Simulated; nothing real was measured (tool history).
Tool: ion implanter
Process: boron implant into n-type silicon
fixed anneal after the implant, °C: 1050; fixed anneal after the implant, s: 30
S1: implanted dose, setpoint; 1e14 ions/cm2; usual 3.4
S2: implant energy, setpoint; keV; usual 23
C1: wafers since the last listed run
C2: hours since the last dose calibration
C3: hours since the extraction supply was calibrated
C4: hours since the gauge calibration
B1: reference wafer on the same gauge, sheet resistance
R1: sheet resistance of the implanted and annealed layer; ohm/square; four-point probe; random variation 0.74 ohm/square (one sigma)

run 1 hour=0 | S1=2.98 S2=23 | C1=0 C2=1603.1 C3=4706.5 C4=454.7 | B1=258.94 | R1=319.01
run 2 hour=6.8 | S1=4.01 S2=23 | C1=178 C2=1609.9 C3=4713.3 C4=461.5 | B1=258.91 | R1=248.94
run 3 hour=13.5 | S1=4.01 S2=23 | C1=176 C2=1616.6 C3=4720 C4=468.2 | B1=258.97 | R1=249.23
run 4 hour=24.4 | S1=2.93 S2=26 | C1=286 C2=1627.5 C3=4730.9 C4=479.1 | B1=258.93 | R1=317.42
run 5 hour=40.9 | S1=3.4 S2=23 | C1=433 C2=1644 C3=4747.4 C4=495.6 | B1=259.02 | R1=286.44
run 6 hour=53.8 | S1=3.4 S2=23 | C1=339 C2=1656.9 C3=4760.3 C4=508.5 | B1=258.91 | R1=285.65
run 7 hour=69 | S1=3.4 S2=23 | C1=399 C2=1672.1 C3=4775.5 C4=523.7 | B1=259.15 | R1=285.28
run 8 hour=85.2 | S1=3.4 S2=23 | C1=425 C2=1688.3 C3=4791.7 C4=539.9 | B1=259.01 | R1=286.73
run 9 hour=100.9 | S1=3.4 S2=23 | C1=412 C2=1704 C3=4807.4 C4=555.6 | B1=258.95 | R1=285.06
run 10 hour=118 | S1=3.4 S2=20 | C1=449 C2=1721.1 C3=4824.5 C4=572.7 | B1=258.98 | R1=289.64
-- hour=131 Faraday cup replaced and dose calibrated
run 11 hour=132.5 | S1=3.4 S2=26.5 | C1=170 C2=1.5 C3=4839 C4=587.2 | B1=259.07 | R1=290.12
run 12 hour=138.8 | S1=3.82 S2=27.5 | C1=165 C2=7.8 C3=4845.3 C4=593.5 | B1=258.92 | R1=265.2
run 13 hour=145.9 | S1=3.82 S2=27.5 | C1=186 C2=14.9 C3=4852.4 C4=600.6 | B1=258.97 | R1=263.32
-- hour=156.2 extraction supply calibrated
run 14 hour=162.2 | S1=3.4 S2=21 | C1=218 C2=31.2 C3=6 C4=616.9 | B1=258.97 | R1=298.34
-- hour=164.5 gauge calibrated
run 15 hour=173.9 | S1=3.4 S2=21 | C1=307 C2=42.9 C3=17.7 C4=9.4 | B1=258.98 | R1=298.01
run 16 hour=185.1 | S1=3.4 S2=21 | C1=294 C2=54.1 C3=28.9 C4=20.6 | B1=259.04 | R1=299.61
run 17 hour=211.7 | S1=3.4 S2=23 | C1=699 C2=80.7 C3=55.5 C4=47.2 | B1=259.12 | R1=296.43
run 18 hour=226.5 | S1=3.4 S2=23 | C1=389 C2=95.5 C3=70.3 C4=62 | B1=258.88 | R1=296.12
run 19 hour=237.7 | S1=4.24 S2=23 | C1=294 C2=106.7 C3=81.5 C4=73.2 | B1=259.03 | R1=246.88
run 20 hour=245.7 | S1=2.67 S2=18.5 | C1=210 C2=114.7 C3=89.5 C4=81.2 | B1=259.06 | R1=369.21
run 21 hour=259.4 | S1=2.42 S2=25 | C1=360 C2=128.4 C3=103.2 C4=94.9 | B1=258.97 | R1=387.26
run 22 hour=276.9 | S1=3.4 S2=19 | C1=459 C2=145.9 C3=120.7 C4=112.4 | B1=259.03 | R1=301.96
run 23 hour=283.5 | S1=3.4 S2=23 | C1=173 C2=152.5 C3=127.3 C4=119 | B1=259.19 | R1=295.37
run 24 hour=290.4 | S1=3.97 S2=17 | C1=181 C2=159.4 C3=134.2 C4=125.9 | B1=259.07 | R1=268.93
run 25 hour=307.8 | S1=3.71 S2=25 | C1=457 C2=176.8 C3=151.6 C4=143.3 | B1=258.8 | R1=271.53
run 26 hour=325 | S1=3.4 S2=25.5 | C1=452 C2=194 C3=168.8 C4=160.5 | B1=258.98 | R1=292.9
run 27 hour=342.2 | S1=3.83 S2=30.5 | C1=452 C2=211.2 C3=186 C4=177.7 | B1=259.04 | R1=258.36
run 28 hour=356.6 | S1=2.83 S2=27.5 | C1=378 C2=225.6 C3=200.4 C4=192.1 | B1=259.09 | R1=336.16
run 29 hour=368.8 | S1=3.73 S2=18.5 | C1=320 C2=237.8 C3=212.6 C4=204.3 | B1=259.01 | R1=279.09
run 30 hour=384.6 | S1=3.4 S2=27 | C1=415 C2=253.6 C3=228.4 C4=220.1 | B1=258.89 | R1=290.53
run 31 hour=399.5 | S1=2.98 S2=23 | C1=391 C2=268.5 C3=243.3 C4=235 | B1=259 | R1=328.46
run 32 hour=413.6 | S1=2.94 S2=28 | C1=370 C2=282.6 C3=257.4 C4=249.1 | B1=259.07 | R1=325.47
run 33 hour=428.3 | S1=4.29 S2=27 | C1=386 C2=297.3 C3=272.1 C4=263.8 | B1=258.91 | R1=239.66
run 34 hour=434.7 | S1=2.89 S2=23 | C1=168 C2=303.7 C3=278.5 C4=270.2 | B1=258.94 | R1=336.98
run 35 hour=448.4 | S1=2.45 S2=23 | C1=360 C2=317.4 C3=292.2 C4=283.9 | B1=259.03 | R1=385.58
run 36 hour=457.5 | S1=4.11 S2=20 | C1=239 C2=326.5 C3=301.3 C4=293 | B1=259.06 | R1=254.07
run 37 hour=472.3 | S1=3.4 S2=23 | C1=389 C2=341.3 C3=316.1 C4=307.8 | B1=259.15 | R1=294.26
run 38 hour=485.1 | S1=3.4 S2=23 | C1=336 C2=354.1 C3=328.9 C4=320.6 | B1=258.89 | R1=293.48

Forecast each of these 3 alternatives for the next run:
run A hour=485.5 | S1=3.4 S2=23 | C1=10 C2=354.5 C3=329.3 C4=321 | B1=? | R1=?
run B hour=485.5 | S1=2.66 S2=15 | C1=10 C2=354.5 C3=329.3 C4=321 | B1=? | R1=?
run C hour=485.5 | S1=4.21 S2=29.5 | C1=10 C2=354.5 C3=329.3 C4=321 | B1=? | R1=?

run=A B1=259.09 R1=293.36
run=B B1=259.09 R1=376.42
run=C B1=259.09 R1=239.15
Without the tool's hidden state the same runs would have given:
run=A R1=296.15
run=B R1=380.02
run=C R1=241.44

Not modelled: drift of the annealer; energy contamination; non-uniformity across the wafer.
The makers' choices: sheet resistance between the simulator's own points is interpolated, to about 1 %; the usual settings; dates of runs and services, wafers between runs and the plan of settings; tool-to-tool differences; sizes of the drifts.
